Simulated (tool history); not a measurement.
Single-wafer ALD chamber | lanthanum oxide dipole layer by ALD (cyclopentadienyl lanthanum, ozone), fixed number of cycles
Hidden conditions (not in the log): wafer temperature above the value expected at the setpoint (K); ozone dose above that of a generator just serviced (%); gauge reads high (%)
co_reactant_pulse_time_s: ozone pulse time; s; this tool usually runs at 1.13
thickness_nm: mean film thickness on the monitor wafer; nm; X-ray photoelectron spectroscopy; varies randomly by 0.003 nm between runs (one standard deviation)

run    hour  co_reactant_pulse_time_s  wafers since the last listed run  hours since the last thermocouple change  hours since the last ozone generator service  hours since the showerhead was replaced  hours since the gauge calibration  read-back reference wafer on the same gauge, thickness_nm  thickness_nm
  1       0                      1.13                                 0                                     357.8                                          89.7                                   2436.8                              614.9                                                      0.528         0.523
  2   180.2                      1.13                              4863                                       538                                         269.9                                     2617                              795.1                                                      0.528         0.505
  3   235.3                      1.32                              1487                                     593.1                                           325                                   2672.1                              850.2                                                      0.528         0.524
  4     289                      1.32                              1449                                     646.8                                         378.7                                   2725.8                              903.9                                                      0.528         0.519
  5   322.8                      1.32                               912                                     680.6                                         412.5                                   2759.6                              937.7                                                      0.528         0.515
  6   379.2                      0.81                              1522                                       737                                         468.9                                     2816                              994.1                                                      0.528         0.458
      540.3  -- ozone generator serviced
  7   551.2                      1.13                              4426                                       909                                          10.9                                     2988                             1166.1                                                      0.528         0.535
  8   596.4                      1.13                              1219                                     954.2                                          56.1                                   3033.2                             1211.3                                                      0.528         0.535
  9   621.9                      1.13                               688                                     979.7                                          81.6                                   3058.7                             1236.8                                                      0.528         0.529
 10   657.4                      0.86                               958                                    1015.2                                         117.1                                   3094.2                             1272.3                                                      0.528         0.499
 11   716.1                      1.13                              1584                                    1073.9                                         175.8                                   3152.9                               1331                                                      0.529         0.529
 12   765.8                      1.13                              1341                                    1123.6                                         225.5                                   3202.6                             1380.7                                                      0.527         0.518
 13   791.3                      1.13                               688                                    1149.1                                           251                                   3228.1                             1406.2                                                      0.528         0.522
      792.7  -- gauge calibrated
 14   855.1                      1.33                              1721                                    1212.9                                         314.8                                   3291.9                               62.4                                                      0.528         0.537
      900.9  -- thermocouple changed; heater temperature recalibrated
      950.2  -- showerhead replaced, of another model than before
 15  1047.5                      1.29                              4761                                     146.6                                         507.2                                     97.3                              254.8                                                      0.527         0.506
 16    1105                      0.83                              1551                                     204.1                                         564.7                                    154.8                              312.3                                                      0.528         0.403
 17  1170.7                      0.73                              1773                                     269.8                                         630.4                                    220.5                                378                                                      0.528         0.366
 18  1203.7                      0.88                               890                                     302.8                                         663.4                                    253.5                                411                                                      0.528         0.417
 19  1231.2                      0.76                               742                                     330.3                                         690.9                                      281                              438.5                                                      0.528         0.379
 20    1257                      1.01                               696                                     356.1                                         716.7                                    306.8                              464.3                                                      0.528         0.451
       1269  -- ozone generator serviced
 21  1316.1                      0.95                              1379                                     415.2                                          47.1                                    365.9                              523.4                                                      0.528         0.486
 22  1379.1                      0.82                              1700                                     478.2                                         110.1                                    428.9                              586.4                                                      0.528         0.439
 23    1427                      1.34                              1292                                     526.1                                           158                                    476.8                              634.3                                                      0.528         0.532

Predict each of these 5 candidate next runs independently; none follows another, all start after run 23:
  A  1427.4                      0.78                                10                                     526.5                                         158.4                                    477.2                              634.7                                                          ?             ?
  B  1427.4                       1.4                                10                                     526.5                                         158.4                                    477.2                              634.7                                                          ?             ?
  C  1427.4                      1.54                                10                                     526.5                                         158.4                                    477.2                              634.7                                                          ?             ?
  D  1427.4                       0.9                                10                                     526.5                                         158.4                                    477.2                              634.7                                                          ?             ?
  E  1427.4                      1.46                                10                                     526.5                                         158.4                                    477.2                              634.7                                                          ?             ?

run  read-back reference wafer on the same gauge, thickness_nm  thickness_nm
  A                                                      0.529         0.418
  B                                                      0.529         0.545
  C                                                      0.529         0.559
  D                                                      0.529         0.454
  E                                                      0.529         0.551
The same runs, with their run-to-run variation unchanged, on a tool lacking any hidden condition would have given:
run  thickness_nm
  A         0.472
  B         0.575
  C         0.584
  D         0.504
  E         0.579
